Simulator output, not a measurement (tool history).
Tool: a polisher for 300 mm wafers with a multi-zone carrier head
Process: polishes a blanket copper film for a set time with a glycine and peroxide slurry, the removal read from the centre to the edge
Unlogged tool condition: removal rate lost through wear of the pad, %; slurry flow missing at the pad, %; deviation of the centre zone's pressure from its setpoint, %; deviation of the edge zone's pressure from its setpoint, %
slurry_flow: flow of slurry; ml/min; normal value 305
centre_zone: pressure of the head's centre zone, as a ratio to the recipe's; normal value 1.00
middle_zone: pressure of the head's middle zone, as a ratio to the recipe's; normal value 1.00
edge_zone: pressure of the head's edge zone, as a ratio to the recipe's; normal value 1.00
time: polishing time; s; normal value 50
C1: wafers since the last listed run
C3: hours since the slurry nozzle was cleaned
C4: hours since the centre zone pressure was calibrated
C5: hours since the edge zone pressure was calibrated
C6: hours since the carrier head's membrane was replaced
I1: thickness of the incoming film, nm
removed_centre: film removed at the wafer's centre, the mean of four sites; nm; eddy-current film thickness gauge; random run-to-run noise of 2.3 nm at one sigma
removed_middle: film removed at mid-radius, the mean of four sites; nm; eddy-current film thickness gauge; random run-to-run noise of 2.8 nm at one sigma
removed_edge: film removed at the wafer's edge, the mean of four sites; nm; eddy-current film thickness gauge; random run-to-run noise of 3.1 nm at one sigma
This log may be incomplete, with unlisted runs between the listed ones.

run 1 hour=0.0 | slurry_flow=305 centre_zone=1.00 middle_zone=1.00 edge_zone=1.00 time=60 | C1=0 wafers_polished_on_this_pad=886 C3=541.4 C4=1377.5 C5=465.3 C6=1824.6 | I1=1933.7 | removed_centre=306.0 removed_middle=287.5 removed_edge=286.0
run 2 hour=13.6 | slurry_flow=305 centre_zone=1.00 middle_zone=1.00 edge_zone=1.00 time=43 | C1=152 wafers_polished_on_this_pad=1039 C3=555.0 C4=1391.1 C5=478.9 C6=1838.2 | I1=1906.9 | removed_centre=221.0 removed_middle=209.1 removed_edge=205.5
run 3 hour=40.5 | slurry_flow=305 centre_zone=1.00 middle_zone=1.00 edge_zone=1.00 time=50 | C1=301 wafers_polished_on_this_pad=1340 C3=581.9 C4=1418.0 C5=505.8 C6=1865.1 | I1=1902.3 | removed_centre=254.5 removed_middle=241.6 removed_edge=244.4
run 4 hour=59.6 | slurry_flow=305 centre_zone=1.00 middle_zone=1.00 edge_zone=1.00 time=50 | C1=214 wafers_polished_on_this_pad=1554 C3=601.0 C4=1437.1 C5=524.9 C6=1884.2 | I1=1913.7 | removed_centre=257.0 removed_middle=247.4 removed_edge=241.2
run 5 hour=91.2 | slurry_flow=305 centre_zone=1.00 middle_zone=0.92 edge_zone=1.00 time=50 | C1=354 wafers_polished_on_this_pad=1908 C3=632.6 C4=1468.7 C5=556.5 C6=1915.8 | I1=1871.6 | removed_centre=253.2 removed_middle=228.9 removed_edge=238.0
-- hour=99.3 worn pad replaced by a new one
run 6 hour=103.4 | slurry_flow=305 centre_zone=1.00 middle_zone=1.00 edge_zone=1.00 time=50 | C1=91 wafers_polished_on_this_pad=45 C3=644.8 C4=1480.9 C5=568.7 C6=1928.0 | I1=1897.7 | removed_centre=256.4 removed_middle=240.9 removed_edge=243.7
-- hour=112.4 edge zone pressure recalibrated
-- hour=125.6 carrier head's membrane replaced by a new one
-- hour=140.5 centre zone pressure recalibrated
run 7 hour=141.0 | slurry_flow=230 centre_zone=0.91 middle_zone=1.05 edge_zone=1.00 time=40 | C1=320 wafers_polished_on_this_pad=366 C3=682.4 C4=0.5 C5=28.6 C6=15.4 | I1=1885.8 | removed_centre=166.1 removed_middle=191.7 removed_edge=186.4
-- hour=162.0 slurry nozzle cleaned
run 8 hour=167.1 | slurry_flow=230 centre_zone=1.05 middle_zone=1.00 edge_zone=1.05 time=57 | C1=281 wafers_polished_on_this_pad=647 C3=5.1 C4=26.6 C5=54.7 C6=41.5 | I1=1899.0 | removed_centre=271.2 removed_middle=263.3 removed_edge=269.4
run 9 hour=182.5 | slurry_flow=305 centre_zone=1.00 middle_zone=1.00 edge_zone=1.00 time=60 | C1=172 wafers_polished_on_this_pad=820 C3=20.5 C4=42.0 C5=70.1 C6=56.9 | I1=1889.0 | removed_centre=288.9 removed_middle=292.9 removed_edge=291.2
run 10 hour=200.9 | slurry_flow=230 centre_zone=1.00 middle_zone=1.11 edge_zone=1.00 time=50 | C1=206 wafers_polished_on_this_pad=1026 C3=38.9 C4=60.4 C5=88.5 C6=75.3 | I1=1891.4 | removed_centre=232.9 removed_middle=261.5 removed_edge=229.3
-- hour=235.8 worn pad replaced by a new one
run 11 hour=267.0 | slurry_flow=305 centre_zone=1.07 middle_zone=1.00 edge_zone=1.00 time=50 | C1=696 wafers_polished_on_this_pad=349 C3=105.0 C4=126.5 C5=154.6 C6=141.4 | I1=1915.4 | removed_centre=261.4 removed_middle=240.6 removed_edge=239.8
run 12 hour=288.5 | slurry_flow=275 centre_zone=1.09 middle_zone=1.00 edge_zone=1.12 time=44 | C1=240 wafers_polished_on_this_pad=590 C3=126.5 C4=148.0 C5=176.1 C6=162.9 | I1=1886.9 | removed_centre=230.6 removed_middle=211.5 removed_edge=217.6
run 13 hour=311.7 | slurry_flow=305 centre_zone=1.08 middle_zone=1.12 edge_zone=1.00 time=50 | C1=260 wafers_polished_on_this_pad=850 C3=149.7 C4=171.2 C5=199.3 C6=186.1 | I1=1906.3 | removed_centre=263.3 removed_middle=262.6 removed_edge=229.9
run 14 hour=325.7 | slurry_flow=305 centre_zone=1.00 middle_zone=1.00 edge_zone=0.94 time=57 | C1=156 wafers_polished_on_this_pad=1007 C3=163.7 C4=185.2 C5=213.3 C6=200.1 | I1=1939.1 | removed_centre=279.0 removed_middle=276.7 removed_edge=261.0
run 15 hour=361.0 | slurry_flow=305 centre_zone=1.00 middle_zone=1.00 edge_zone=1.00 time=50 | C1=395 wafers_polished_on_this_pad=1402 C3=199.0 C4=220.5 C5=248.6 C6=235.4 | I1=1928.9 | removed_centre=247.2 removed_middle=240.8 removed_edge=235.6
-- hour=384.7 worn pad replaced by a new one
run 16 hour=389.0 | slurry_flow=305 centre_zone=1.00 middle_zone=1.00 edge_zone=1.00 time=50 | C1=268 wafers_polished_on_this_pad=47 C3=227.0 C4=248.5 C5=276.6 C6=263.4 | I1=1901.6 | removed_centre=246.0 removed_middle=244.6 removed_edge=232.7
run 17 hour=407.5 | slurry_flow=305 centre_zone=1.11 middle_zone=0.95 edge_zone=0.95 time=50 | C1=207 wafers_polished_on_this_pad=255 C3=245.5 C4=267.0 C5=295.1 C6=281.9 | I1=1907.0 | removed_centre=271.6 removed_middle=234.1 removed_edge=236.1
run 18 hour=426.5 | slurry_flow=245 centre_zone=1.00 middle_zone=1.00 edge_zone=0.92 time=41 | C1=212 wafers_polished_on_this_pad=467 C3=264.5 C4=286.0 C5=314.1 C6=300.9 | I1=1908.6 | removed_centre=199.6 removed_middle=195.0 removed_edge=187.9
run 19 hour=453.9 | slurry_flow=305 centre_zone=1.00 middle_zone=1.00 edge_zone=1.00 time=50 | C1=307 wafers_polished_on_this_pad=775 C3=291.9 C4=313.4 C5=341.5 C6=328.3 | I1=1889.4 | removed_centre=245.6 removed_middle=242.7 removed_edge=234.1
run 20 hour=477.2 | slurry_flow=305 centre_zone=1.09 middle_zone=1.07 edge_zone=1.00 time=42 | C1=261 wafers_polished_on_this_pad=1036 C3=315.2 C4=336.7 C5=364.8 C6=351.6 | I1=1897.2 | removed_centre=226.1 removed_middle=212.3 removed_edge=200.8
run 21 hour=498.8 | slurry_flow=305 centre_zone=1.00 middle_zone=0.96 edge_zone=1.00 time=63 | C1=242 wafers_polished_on_this_pad=1278 C3=336.8 C4=358.3 C5=386.4 C6=373.2 | I1=1908.4 | removed_centre=313.7 removed_middle=295.9 removed_edge=296.0
-- hour=529.3 worn pad replaced by a new one
run 22 hour=532.2 | slurry_flow=305 centre_zone=1.00 middle_zone=1.00 edge_zone=1.00 time=50 | C1=329 wafers_polished_on_this_pad=32 C3=370.2 C4=391.7 C5=419.8 C6=406.6 | I1=1898.5 | removed_centre=253.4 removed_middle=242.9 removed_edge=232.6

Consider 4 possible next runs. They are alternatives, not a sequence: every one starts from the tool as it was left by run 22. What does each give?
run A hour=532.6 | slurry_flow=305 centre_zone=1.00 middle_zone=1.00 edge_zone=1.00 time=50 | C1=4 wafers_polished_on_this_pad=37 C3=370.6 C4=392.1 C5=420.2 C6=407.0 | I1=1903.7 | removed_centre=? removed_middle=? removed_edge=?
run B hour=532.6 | slurry_flow=305 centre_zone=1.09 middle_zone=1.09 edge_zone=1.00 time=44 | C1=4 wafers_polished_on_this_pad=37 C3=370.6 C4=392.1 C5=420.2 C6=407.0 | I1=1903.7 | removed_centre=? removed_middle=? removed_edge=?
run C hour=532.6 | slurry_flow=340 centre_zone=1.03 middle_zone=0.88 edge_zone=1.00 time=34 | C1=4 wafers_polished_on_this_pad=37 C3=370.6 C4=392.1 C5=420.2 C6=407.0 | I1=1903.7 | removed_centre=? removed_middle=? removed_edge=?
run D hour=532.6 | slurry_flow=250 centre_zone=1.00 middle_zone=1.00 edge_zone=0.89 time=50 | C1=4 wafers_polished_on_this_pad=37 C3=370.6 C4=392.1 C5=420.2 C6=407.0 | I1=1903.7 | removed_centre=? removed_middle=? removed_edge=?

run=A removed_centre=251.6 removed_middle=242.3 removed_edge=231.7
run=B removed_centre=241.5 removed_middle=229.3 removed_edge=203.7
run=C removed_centre=178.1 removed_middle=149.7 removed_edge=159.1
run=D removed_centre=245.1 removed_middle=236.7 removed_edge=215.5
With the hidden condition removed and each run's random variation left untouched, the same runs would have given:
run=A removed_centre=237.3 removed_middle=242.4 removed_edge=231.7
run=B removed_centre=227.9 removed_middle=229.3 removed_edge=203.7
run=C removed_centre=168.1 removed_middle=149.8 removed_edge=159.1
run=D removed_centre=231.2 removed_middle=236.8 removed_edge=215.5
